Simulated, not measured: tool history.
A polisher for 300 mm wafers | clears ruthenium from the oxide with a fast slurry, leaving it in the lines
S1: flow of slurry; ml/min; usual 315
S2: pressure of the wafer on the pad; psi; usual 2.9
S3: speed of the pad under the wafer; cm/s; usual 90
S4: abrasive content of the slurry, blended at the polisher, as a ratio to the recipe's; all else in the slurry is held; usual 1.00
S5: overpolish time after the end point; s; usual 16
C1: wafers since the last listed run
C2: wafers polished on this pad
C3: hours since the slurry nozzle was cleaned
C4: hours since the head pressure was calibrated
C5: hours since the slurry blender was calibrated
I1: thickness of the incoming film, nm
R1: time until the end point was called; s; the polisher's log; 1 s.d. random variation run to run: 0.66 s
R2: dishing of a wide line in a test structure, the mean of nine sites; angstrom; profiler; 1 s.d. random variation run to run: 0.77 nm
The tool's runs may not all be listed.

run 1 hour=0.0 | S1=315 S2=2.9 S3=90 S4=1.00 S5=16 | C1=0 C2=797 C3=498.5 C4=348.1 C5=428.2 | I1=221.3 | R1=57.9 R2=488
run 2 hour=58.9 | S1=315 S2=2.9 S3=90 S4=1.00 S5=16 | C1=464 C2=1261 C3=557.4 C4=407.0 C5=487.1 | I1=217.1 | R1=59.0 R2=475
-- hour=74.9 slurry blender recalibrated
-- hour=113.7 head pressure recalibrated
-- hour=131.6 slurry nozzle cleaned
run 3 hour=247.4 | S1=315 S2=2.9 S3=90 S4=1.00 S5=22 | C1=1447 C2=2709 C3=115.8 C4=133.7 C5=172.5 | I1=224.6 | R1=58.5 R2=623
run 4 hour=296.3 | S1=315 S2=2.9 S3=90 S4=1.00 S5=22 | C1=385 C2=3095 C3=164.7 C4=182.6 C5=221.4 | I1=218.6 | R1=59.6 R2=602
-- hour=353.5 worn pad replaced by a new one
run 5 hour=360.3 | S1=315 S2=2.9 S3=90 S4=1.00 S5=9 | C1=473 C2=53 C3=228.7 C4=246.6 C5=285.4 | I1=219.9 | R1=56.0 R2=313
run 6 hour=422.5 | S1=315 S2=2.9 S3=90 S4=1.00 S5=16 | C1=490 C2=544 C3=290.9 C4=308.8 C5=347.6 | I1=220.7 | R1=57.2 R2=500
-- hour=486.3 slurry blender recalibrated
run 7 hour=488.2 | S1=315 S2=2.9 S3=90 S4=1.00 S5=16 | C1=502 C2=1046 C3=356.6 C4=374.5 C5=1.9 | I1=219.2 | R1=54.3 R2=501
run 8 hour=548.8 | S1=315 S2=2.9 S3=90 S4=1.00 S5=16 | C1=478 C2=1524 C3=417.2 C4=435.1 C5=62.5 | I1=222.0 | R1=55.8 R2=501
-- hour=555.9 head pressure recalibrated
run 9 hour=577.1 | S1=425 S2=2.9 S3=90 S4=1.10 S5=10 | C1=207 C2=1732 C3=445.5 C4=21.2 C5=90.8 | I1=217.0 | R1=51.8 R2=350
run 10 hour=624.5 | S1=240 S2=2.9 S3=90 S4=1.00 S5=16 | C1=373 C2=2106 C3=492.9 C4=68.6 C5=138.2 | I1=218.8 | R1=58.7 R2=479
run 11 hour=694.9 | S1=390 S2=2.9 S3=104 S4=1.30 S5=9 | C1=555 C2=2661 C3=563.3 C4=139.0 C5=208.6 | I1=220.4 | R1=45.5 R2=368
run 12 hour=748.3 | S1=315 S2=2.9 S3=90 S4=1.00 S5=16 | C1=421 C2=3083 C3=616.7 C4=192.4 C5=262.0 | I1=220.5 | R1=60.3 R2=464
-- hour=756.9 worn pad replaced by a new one
run 13 hour=818.4 | S1=355 S2=2.9 S3=90 S4=1.00 S5=11 | C1=521 C2=485 C3=686.8 C4=262.5 C5=332.1 | I1=219.7 | R1=54.0 R2=376
-- hour=824.5 slurry nozzle cleaned
run 14 hour=881.3 | S1=315 S2=2.9 S3=90 S4=1.00 S5=16 | C1=488 C2=973 C3=56.8 C4=325.4 C5=395.0 | I1=217.4 | R1=55.2 R2=486
-- hour=946.5 slurry blender recalibrated
run 15 hour=947.6 | S1=315 S2=2.9 S3=90 S4=1.00 S5=16 | C1=507 C2=1480 C3=123.1 C4=391.7 C5=1.1 | I1=217.1 | R1=54.2 R2=519
run 16 hour=985.4 | S1=420 S2=3.7 S3=90 S4=1.00 S5=10 | C1=298 C2=1779 C3=160.9 C4=429.5 C5=38.9 | I1=217.3 | R1=41.7 R2=426
-- hour=994.0 head pressure recalibrated
run 17 hour=1013.2 | S1=315 S2=2.9 S3=90 S4=1.00 S5=16 | C1=203 C2=1982 C3=188.7 C4=19.2 C5=66.7 | I1=218.1 | R1=54.1 R2=498
run 18 hour=1044.6 | S1=315 S2=2.9 S3=74 S4=1.00 S5=16 | C1=247 C2=2230 C3=220.1 C4=50.6 C5=98.1 | I1=220.8 | R1=69.3 R2=428
run 19 hour=1082.5 | S1=315 S2=2.9 S3=90 S4=1.00 S5=16 | C1=298 C2=2529 C3=258.0 C4=88.5 C5=136.0 | I1=221.6 | R1=55.8 R2=497
run 20 hour=1107.6 | S1=315 S2=2.9 S3=90 S4=0.85 S5=16 | C1=198 C2=2727 C3=283.1 C4=113.6 C5=161.1 | I1=224.6 | R1=62.5 R2=467
run 21 hour=1149.7 | S1=315 S2=2.9 S3=102 S4=1.00 S5=16 | C1=332 C2=3059 C3=325.2 C4=155.7 C5=203.2 | I1=223.3 | R1=52.3 R2=536
run 22 hour=1188.7 | S1=405 S2=2.4 S3=90 S4=0.75 S5=7 | C1=307 C2=3367 C3=364.2 C4=194.7 C5=242.2 | I1=221.6 | R1=79.4 R2=176
-- hour=1202.2 worn pad replaced by a new one
run 23 hour=1231.4 | S1=315 S2=2.9 S3=90 S4=1.00 S5=16 | C1=305 C2=230 C3=406.9 C4=237.4 C5=284.9 | I1=220.3 | R1=55.3 R2=509
run 24 hour=1277.5 | S1=315 S2=3.7 S3=90 S4=1.00 S5=16 | C1=363 C2=594 C3=453.0 C4=283.5 C5=331.0 | I1=222.4 | R1=43.4 R2=612
run 25 hour=1307.0 | S1=315 S2=2.9 S3=76 S4=1.00 S5=11 | C1=232 C2=826 C3=482.5 C4=313.0 C5=360.5 | I1=220.1 | R1=66.8 R2=315
run 26 hour=1345.4 | S1=315 S2=2.9 S3=90 S4=1.00 S5=16 | C1=302 C2=1129 C3=520.9 C4=351.4 C5=398.9 | I1=218.3 | R1=56.0 R2=484
-- hour=1374.1 slurry blender recalibrated
run 27 hour=1504.1 | S1=315 S2=2.0 S3=110 S4=1.00 S5=8 | C1=1236 C2=2366 C3=679.6 C4=510.1 C5=130.0 | I1=222.8 | R1=67.1 R2=237
-- hour=1533.4 head pressure recalibrated
-- hour=1540.2 slurry nozzle cleaned
run 28 hour=1548.2 | S1=315 S2=2.9 S3=90 S4=1.00 S5=16 | C1=324 C2=2690 C3=8.0 C4=14.8 C5=174.1 | I1=221.2 | R1=57.4 R2=491

Measured minus without-hidden-state, run by run (identical run-to-run variation in each term; gauge scatter may differ):
Hidden state at play: removal rate lost through wear of the pad, %; slurry flow missing at the pad, %; deviation of the head's pressure from its setpoint, %; abrasive missing from the slurry, %.
run=1 R1=+7.2 R2=-55
run=2 R1=+9.7 R2=-73
run=3 R1=+7.1 R2=-61
run=4 R1=+8.4 R2=-70
run=5 R1=+3.9 R2=-21
run=6 R1=+5.9 R2=-45
run=7 R1=+3.4 R2=-26
run=8 R1=+4.5 R2=-35
run=9 R1=+4.7 R2=-30
run=10 R1=+6.2 R2=-45
run=11 R1=+6.1 R2=-47
run=12 R1=+9.5 R2=-68
run=13 R1=+3.6 R2=-22
run=14 R1=+5.7 R2=-44
run=15 R1=+3.1 R2=-25
run=16 R1=+2.9 R2=-26
run=17 R1=+4.2 R2=-32
run=18 R1=+6.1 R2=-34
run=19 R1=+5.7 R2=-44
run=20 R1=+7.0 R2=-47
run=21 R1=+6.7 R2=-60
run=22 R1=+11.7 R2=-28
run=23 R1=+3.3 R2=-25
run=24 R1=+3.6 R2=-40
run=25 R1=+6.7 R2=-30
run=26 R1=+6.9 R2=-53
run=27 R1=+7.2 R2=-26
run=28 R1=+7.1 R2=-55
